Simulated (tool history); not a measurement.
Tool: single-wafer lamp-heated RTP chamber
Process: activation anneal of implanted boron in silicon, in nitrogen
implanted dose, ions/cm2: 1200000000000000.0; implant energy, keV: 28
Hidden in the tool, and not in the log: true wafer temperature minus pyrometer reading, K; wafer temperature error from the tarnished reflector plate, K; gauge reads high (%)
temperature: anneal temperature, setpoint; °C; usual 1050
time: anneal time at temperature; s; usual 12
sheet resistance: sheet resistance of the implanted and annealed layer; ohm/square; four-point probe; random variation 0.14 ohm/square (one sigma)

run   hour  temperature  time  wafers since the last listed run  wafers since the last pyrometer calibration  wafers since the reflector plate was cleaned  hours since the gauge calibration  read-back reference wafer on the same gauge, sheet resistance  sheet resistance
  1      0         1050    12                                 0                                          501                                          8080                              135.9                                                          88.83             92.61
  2   13.8         1050    12                               238                                          740                                          8318                              149.7                                                          88.78             92.59
        61  -- gauge calibrated
  3   67.4         1050    17                               926                                         1666                                          9245                                6.4                                                          88.81             92.28
  4   73.8         1050    17                               110                                         1776                                          9355                               12.8                                                          88.79             92.17
  5   80.1         1050    12                               108                                         1885                                          9464                               19.1                                                          88.78             92.34
  6   87.8         1050    12                               133                                         2018                                          9597                               26.8                                                          88.79             92.42
  7  101.1         1050    12                               229                                         2248                                          9827                               40.1                                                          88.81             92.56
  8  109.8         1050    12                               150                                         2398                                          9977                               48.8                                                          88.76             92.29
  9  117.8         1050    12                               138                                         2537                                         10115                               56.8                                                          88.79             92.52
 10  126.2         1050     7                               145                                         2682                                         10261                               65.2                                                          88.83             92.68
 11  143.8         1050     7                               304                                         2986                                         10565                               82.8                                                          88.82             92.77
 12  150.4         1050    12                               114                                         3100                                         10679                               89.4                                                          88.82             92.42
 13  159.2         1050    12                               152                                         3252                                         10831                               98.2                                                          88.84              92.3
 14  170.1         1027    12                               188                                         3440                                         11019                              109.1                                                          88.82             93.68
 15  182.1         1027    12                               207                                         3648                                         11226                              121.1                                                          88.78             94.02
 16    197         1050    12                               257                                         3905                                         11484                                136                                                          88.85             92.34
     224.1  -- reflector plate cleaned
 17    235         1037     5                               518                                         4424                                           188                                174                                                          88.77             93.76
     247.4  -- pyrometer window cleaned and pyrometer calibrated
 18  247.9         1058    12                                84                                            9                                           273                              186.9                                                          88.78             92.14

Forecast run 19:
 19  251.8         1050     7                                67                                           76                                           340                              190.8                                                              ?                 ?

{"run 19": {"read-back reference wafer on the same gauge, sheet resistance": 88.78, "sheet resistance": 92.73}}
Without the tool's hidden state the same run would have given sheet resistance 92.73 ohm/square.
